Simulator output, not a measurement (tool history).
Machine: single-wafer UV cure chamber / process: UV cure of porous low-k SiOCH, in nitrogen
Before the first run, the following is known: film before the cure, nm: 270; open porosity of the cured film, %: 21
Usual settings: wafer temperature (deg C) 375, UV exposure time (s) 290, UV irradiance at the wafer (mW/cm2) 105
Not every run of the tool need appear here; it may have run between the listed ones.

| run | hour | wafer temperature (deg C) | UV exposure time (s) | UV irradiance at the wafer (mW/cm2) | wafers since the last listed run | hours since the UV bulbs were replaced | wafers since the quartz window was cleaned | loss of film thickness in the cure (%) |
|---|---|---|---|---|---|---|---|---|
| 1 | 0 | 375 | 250 | 125 | 0 | 1551.9 | 506 | 14.148 |
| 2 | 29.2 | 370 | 290 | 105 | 231 | 1581.1 | 737 | 13.623 |
| 3 | 38.6 | 370 | 290 | 105 | 74 | 1590.5 | 811 | 13.424 |
| 4 | 47.2 | 375 | 290 | 105 | 68 | 1599.1 | 880 | 13.423 |
| 5 | 54.1 | 375 | 290 | 79 | 54 | 1606 | 934 | 12.409 |
| 6 | 61.9 | 375 | 290 | 79 | 61 | 1613.8 | 996 | 11.876 |
| 7 | 70.4 | 375 | 415 | 105 | 67 | 1622.3 | 1063 | 15.156 |
| 8 | 80.2 | 375 | 415 | 105 | 77 | 1632.1 | 1141 | 15.473 |
| 9 | 88.6 | 375 | 415 | 105 | 66 | 1640.5 | 1208 | 14.92 |

The next listed run, before its measurement:
| 10 | 97.4 | 375 | 290 | 105 | 69 | 1649.3 | 1277 | ? |

loss of film thickness in the cure (%): 13.214
The same run, on a tool lacking any hidden state, would have yielded loss of film thickness in the cure (%) 13.991.
